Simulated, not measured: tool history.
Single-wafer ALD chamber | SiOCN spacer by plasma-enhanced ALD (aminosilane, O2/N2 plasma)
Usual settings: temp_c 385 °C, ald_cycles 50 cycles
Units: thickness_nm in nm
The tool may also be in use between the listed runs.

run,hour,temp_c,ald_cycles,wafers since the last listed run,hours since the last thermocouple change,hours since the gauge calibration,"read-back reference wafer on the same gauge, thickness_nm",thickness_nm
1,0.0,385,52,0,1096.1,729.3,3.543,3.307
# hour 21.3: thermocouple changed; heater temperature recalibrated
2,67.3,385,52,385,46.0,796.6,3.540,3.316
3,156.0,385,52,577,134.7,885.3,3.530,3.315
4,234.6,385,50,511,213.3,963.9,3.529,3.174
5,273.5,385,50,253,252.2,1002.8,3.530,3.165
6,349.7,385,50,495,328.4,1079.0,3.527,3.180
7,416.1,385,50,431,394.8,1145.4,3.523,3.183
8,510.8,385,50,616,489.5,1240.1,3.521,3.175
9,609.9,378,50,644,588.6,1339.2,3.520,3.187
10,710.1,378,50,651,688.8,1439.4,3.516,3.167
11,795.4,378,50,554,774.1,1524.7,3.513,3.160
12,875.2,391,50,519,853.9,1604.5,3.511,3.160
13,978.7,391,50,673,957.4,1708.0,3.512,3.152
# hour 995.9: thermocouple changed; heater temperature recalibrated
14,1069.5,391,50,538,73.6,1798.8,3.510,3.169
15,1163.5,385,50,611,167.6,1892.8,3.507,3.157
16,1268.8,385,50,685,272.9,1998.1,3.504,3.148
17,1372.7,385,50,675,376.8,2102.0,3.502,3.149
18,1510.2,385,50,894,514.3,2239.5,3.503,3.161
19,1550.2,385,50,260,554.3,2279.5,3.503,3.149
20,1622.3,385,50,469,626.4,2351.6,3.502,3.154
21,1696.3,400,50,481,700.4,2425.6,3.503,3.134
22,1802.6,393,53,691,806.7,2531.9,3.501,3.339
23,1902.4,373,50,649,906.5,2631.7,3.501,3.170
24,1991.8,396,57,581,995.9,2721.1,3.501,3.594
25,2044.9,399,58,345,1049.0,2774.2,3.499,3.629
# hour 2093.1: gauge calibrated
26,2151.8,374,59,695,1155.9,58.7,3.619,3.835
# hour 2175.3: thermocouple changed; heater temperature recalibrated
27,2207.2,374,54,308,31.9,114.1,3.614,3.507
28,2304.0,385,50,629,128.7,210.9,3.607,3.253
29,2410.1,375,56,690,234.8,317.0,3.593,3.641
30,2451.4,385,50,268,276.1,358.3,3.592,3.240
31,2551.1,396,55,648,375.8,458.0,3.587,3.552
32,2618.5,385,41,438,443.2,525.4,3.581,2.648
33,2700.9,395,46,536,525.6,607.8,3.577,2.960
34,2779.2,385,50,509,603.9,686.1,3.573,3.234
35,2827.2,385,50,312,651.9,734.1,3.571,3.216
36,2912.6,385,50,555,737.3,819.5,3.566,3.215
37,3002.2,378,50,582,826.9,909.1,3.562,3.215
38,3055.6,385,50,347,880.3,962.5,3.562,3.207
39,3092.5,399,42,240,917.2,999.4,3.557,2.698
40,3194.6,385,50,664,1019.3,1101.5,3.556,3.191

Forecast each of these 5 alternatives for the next run:
A,3195.1,381,50,3,1019.8,1102.0,?,?
B,3195.1,390,50,3,1019.8,1102.0,?,?
C,3195.1,394,57,3,1019.8,1102.0,?,?
D,3195.1,385,58,3,1019.8,1102.0,?,?
E,3195.1,397,56,3,1019.8,1102.0,?,?

run,"read-back reference wafer on the same gauge, thickness_nm",thickness_nm
A,3.558,3.190
B,3.558,3.190
C,3.558,3.637
D,3.558,3.701
E,3.558,3.573
Without the tool's hidden state the same runs would have given:
run,thickness_nm
A,3.240
B,3.240
C,3.694
D,3.759
E,3.629

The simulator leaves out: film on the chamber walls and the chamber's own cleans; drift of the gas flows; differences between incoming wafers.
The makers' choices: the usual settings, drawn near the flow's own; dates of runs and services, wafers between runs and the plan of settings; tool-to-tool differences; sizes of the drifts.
